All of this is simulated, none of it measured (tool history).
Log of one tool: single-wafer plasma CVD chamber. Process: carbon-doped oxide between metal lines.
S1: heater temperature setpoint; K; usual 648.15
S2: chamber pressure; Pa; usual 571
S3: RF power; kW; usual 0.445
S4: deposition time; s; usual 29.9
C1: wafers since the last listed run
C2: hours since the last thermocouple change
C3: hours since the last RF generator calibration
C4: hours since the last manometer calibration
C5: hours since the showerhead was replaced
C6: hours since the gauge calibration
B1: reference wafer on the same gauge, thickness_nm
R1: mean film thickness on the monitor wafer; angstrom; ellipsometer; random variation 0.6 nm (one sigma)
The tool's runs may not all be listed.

Run 1, hour 0.0: usual settings; C1 0; C2 1583.1; C3 560.1; C4 474.3; C5 2290.2; C6 658.0; B1 104.171. Result: R1 1278.85 angstrom.
Run 2, hour 90.5: usual settings; C1 1729; C2 1673.6; C3 650.6; C4 564.8; C5 2380.7; C6 748.5; B1 103.954. Result: R1 1288.57 angstrom.
Run 3, hour 179.4: usual settings but S3 0.490 kW; C1 1698; C2 1762.5; C3 739.5; C4 653.7; C5 2469.6; C6 837.4; B1 104.064. Result: R1 1378.24 angstrom.
Run 4, hour 260.4: usual settings; C1 1547; C2 1843.5; C3 820.5; C4 734.7; C5 2550.6; C6 918.4; B1 104.046. Result: R1 1278.95 angstrom.
Run 5, hour 338.1: usual settings; C1 1484; C2 1921.2; C3 898.2; C4 812.4; C5 2628.3; C6 996.1; B1 104.006. Result: R1 1271.86 angstrom.
Run 6, hour 406.3: usual settings; C1 1303; C2 1989.4; C3 966.4; C4 880.6; C5 2696.5; C6 1064.3; B1 103.952. Result: R1 1278.49 angstrom.
Run 7, hour 487.7: usual settings but S3 0.480 kW; C1 1555; C2 2070.8; C3 1047.8; C4 962.0; C5 2777.9; C6 1145.7; B1 103.819. Result: R1 1350.07 angstrom.
Run 8, hour 527.6: usual settings but S3 0.425 kW, S4 33.0 s; C1 762; C2 2110.7; C3 1087.7; C4 1001.9; C5 2817.8; C6 1185.6; B1 103.666. Result: R1 1360.35 angstrom.
Run 9, hour 589.7: usual settings but S1 637.15 K; C1 1186; C2 2172.8; C3 1149.8; C4 1064.0; C5 2879.9; C6 1247.7; B1 104.114. Result: R1 1312.25 angstrom.
At hour 617.0: thermocouple changed; heater temperature recalibrated.
Run 10, hour 633.5: usual settings but S1 637.15 K; C1 684; C2 16.5; C3 1193.6; C4 1107.8; C5 2923.7; C6 1291.5; B1 104.211. Result: R1 1312.07 angstrom.
Run 11, hour 728.4: usual settings but S1 637.15 K; C1 1813; C2 111.4; C3 1288.5; C4 1202.7; C5 3018.6; C6 1386.4; B1 104.027. Result: R1 1310.35 angstrom.
Run 12, hour 829.0: usual settings; C1 1922; C2 212.0; C3 1389.1; C4 1303.3; C5 3119.2; C6 1487.0; B1 104.145. Result: R1 1271.03 angstrom.
At hour 910.9: gauge calibrated.
Run 13, hour 932.9: usual settings but S2 709 Pa; C1 1985; C2 315.9; C3 1493.0; C4 1407.2; C5 3223.1; C6 22.0; B1 104.022. Result: R1 1280.36 angstrom.
At hour 1019.5: RF generator calibrated.
Run 14, hour 1027.0: usual settings but S2 709 Pa; C1 1645; C2 410.0; C3 7.5; C4 1501.3; C5 3317.2; C6 116.1; B1 104.132. Result: R1 1308.85 angstrom.
Run 15, hour 1091.2: usual settings but S2 684 Pa, S3 0.505 kW; C1 1226; C2 474.2; C3 71.7; C4 1565.5; C5 3381.4; C6 180.3; B1 104.155. Result: R1 1424.09 angstrom.
Run 16, hour 1230.0: usual settings but S1 639.15 K, S2 448 Pa; C1 2652; C2 613.0; C3 210.5; C4 1704.3; C5 3520.2; C6 319.1; B1 104.061. Result: R1 1299.09 angstrom.
Run 17, hour 1296.4: usual settings; C1 1268; C2 679.4; C3 276.9; C4 1770.7; C5 3586.6; C6 385.5; B1 104.026. Result: R1 1289.18 angstrom.
At hour 1325.4: showerhead replaced, of another model than before.
Run 18, hour 1394.7: usual settings but S3 0.365 kW, S4 28.1 s; C1 1725; C2 777.7; C3 375.2; C4 1869.0; C5 69.3; C6 483.8; B1 104.079. Result: R1 1108.63 angstrom.
At hour 1415.8: capacitance manometer re-zeroed and calibrated.
Run 19, hour 1475.9: usual settings; C1 1398; C2 858.9; C3 456.4; C4 60.1; C5 150.5; C6 565.0; B1 104.126. Result: R1 1283.94 angstrom.
Run 20, hour 1575.6: usual settings but S1 661.15 K, S3 0.395 kW; C1 1905; C2 958.6; C3 556.1; C4 159.8; C5 250.2; C6 664.7; B1 104.080. Result: R1 1184.99 angstrom.
Run 21, hour 1624.7: usual settings but S2 463 Pa, S3 0.475 kW; C1 938; C2 1007.7; C3 605.2; C4 208.9; C5 299.3; C6 713.8; B1 103.772. Result: R1 1299.09 angstrom.
Run 22, hour 1725.6: usual settings but S3 0.365 kW, S4 28.1 s; C1 1927; C2 1108.6; C3 706.1; C4 309.8; C5 400.2; C6 814.7; B1 103.953. Result: R1 1107.25 angstrom.
Run 23, hour 1770.8: usual settings but S2 661 Pa, S3 0.410 kW; C1 863; C2 1153.8; C3 751.3; C4 355.0; C5 445.4; C6 859.9; B1 103.751. Result: R1 1245.20 angstrom.
Run 24, hour 1865.8: usual settings but S2 691 Pa, S4 24.3 s; C1 1815; C2 1248.8; C3 846.3; C4 450.0; C5 540.4; C6 954.9; B1 104.095. Result: R1 1051.74 angstrom.
Run 25, hour 1953.0: usual settings but S1 658.15 K, S2 701 Pa, S3 0.525 kW, S4 35.7 s; C1 1666; C2 1336.0; C3 933.5; C4 537.2; C5 627.6; C6 1042.1; B1 103.825. Result: R1 1628.46 angstrom.

5 ways to go on from here, each from the tool as it stands after run 25. What would each give?
Run A, hour 1953.4: usual settings; C1 7; C2 1336.4; C3 933.9; C4 537.6; C5 628.0; C6 1042.5; B1 ?. Result: R1 ?.
Run B, hour 1953.4: usual settings but S2 704 Pa, S3 0.495 kW, S4 27.0 s; C1 7; C2 1336.4; C3 933.9; C4 537.6; C5 628.0; C6 1042.5; B1 ?. Result: R1 ?.
Run C, hour 1953.4: usual settings but S1 659.15 K, S2 636 Pa, S3 0.500 kW; C1 7; C2 1336.4; C3 933.9; C4 537.6; C5 628.0; C6 1042.5; B1 ?. Result: R1 ?.
Run D, hour 1953.4: usual settings but S1 660.15 K, S2 475 Pa; C1 7; C2 1336.4; C3 933.9; C4 537.6; C5 628.0; C6 1042.5; B1 ?. Result: R1 ?.
Run E, hour 1953.4: usual settings but S1 652.15 K, S2 433 Pa, S3 0.525 kW, S4 28.1 s; C1 7; C2 1336.4; C3 933.9; C4 537.6; C5 628.0; C6 1042.5; B1 ?. Result: R1 ?.

run       B1       R1
  A  103.924  1283.76
  B  103.924  1230.95
  C  103.924  1324.20
  D  103.924  1237.19
  E  103.924  1265.81
Without the tool's hidden state the same runs would have given:
run       R1
  A  1289.62
  B  1235.80
  C  1329.42
  D  1242.83
  E  1270.80
